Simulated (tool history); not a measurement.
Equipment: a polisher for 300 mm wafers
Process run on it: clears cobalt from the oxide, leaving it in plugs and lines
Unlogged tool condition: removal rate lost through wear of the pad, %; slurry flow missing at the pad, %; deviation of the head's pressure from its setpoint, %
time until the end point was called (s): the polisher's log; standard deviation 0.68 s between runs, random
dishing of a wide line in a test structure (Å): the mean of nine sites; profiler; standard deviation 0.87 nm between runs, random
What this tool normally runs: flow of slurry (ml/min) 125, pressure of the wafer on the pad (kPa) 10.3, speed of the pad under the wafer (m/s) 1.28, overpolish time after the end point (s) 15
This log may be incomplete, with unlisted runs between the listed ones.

run   hour  flow of slurry (ml/min)  pressure of the wafer on the pad (kPa)  speed of the pad under the wafer (m/s)  overpolish time after the end point (s)  wafers since the last listed run  wafers polished on this pad  hours since the slurry nozzle was cleaned  hours since the head pressure was calibrated  incoming thickness of the incoming film, nm  time until the end point was called (s)  dishing of a wide line in a test structure (Å)
  1    0.0                      125                                     7.6                                    1.28                                       15                                 0                         2149                                      180.2                                         962.9                                        158.7                                     68.3                                             285
  2   52.9                      125                                    10.3                                    1.28                                       15                               642                         2791                                      233.1                                        1015.8                                        160.5                                     51.0                                             334
     112.2  -- slurry nozzle cleaned
  3  115.1                      125                                    10.3                                    1.28                                       15                               743                         3534                                        2.9                                        1078.0                                        163.1                                     47.4                                             353
  4  178.0                      125                                    10.3                                    1.28                                       15                               763                         4298                                       65.8                                        1140.9                                        162.5                                     48.8                                             348
     187.8  -- worn pad replaced by a new one
  5  238.5                      125                                    10.3                                    1.28                                       12                               686                          615                                      126.3                                        1201.4                                        161.8                                     49.3                                             281
     443.8  -- slurry nozzle cleaned
     492.4  -- head pressure recalibrated
  6  542.6                      125                                    10.3                                    1.28                                       15                              3656                         4271                                       98.8                                          50.2                                        160.5                                     42.1                                             391
     550.7  -- worn pad replaced by a new one
  7  622.9                      125                                    10.3                                    1.28                                       15                               926                          876                                      179.1                                         130.5                                        161.0                                     44.5                                             350
  8  699.3                      125                                    10.3                                    1.28                                       15                               927                         1803                                      255.5                                         206.9                                        161.8                                     46.7                                             361
     738.9  -- slurry nozzle cleaned
     906.2  -- worn pad replaced by a new one
  9  906.7                      105                                     9.0                                    1.28                                       18                              2457                            5                                      167.8                                         414.3                                        161.7                                     56.3                                             348

Forecast run 10:
 10  973.5                      125                                    10.3                                    1.28                                       15                               811                          816                                      234.6                                         481.1                                        158.1                                        ?                                               ?

{"run 10": {"time until the end point was called (s)": 48.2, "dishing of a wide line in a test structure (Å)": 350}}
Were there no unlogged condition in the tool, this run, its random variation unchanged, would have produced time until the end point was called (s) 41.0, dishing of a wide line in a test structure (Å) 390.
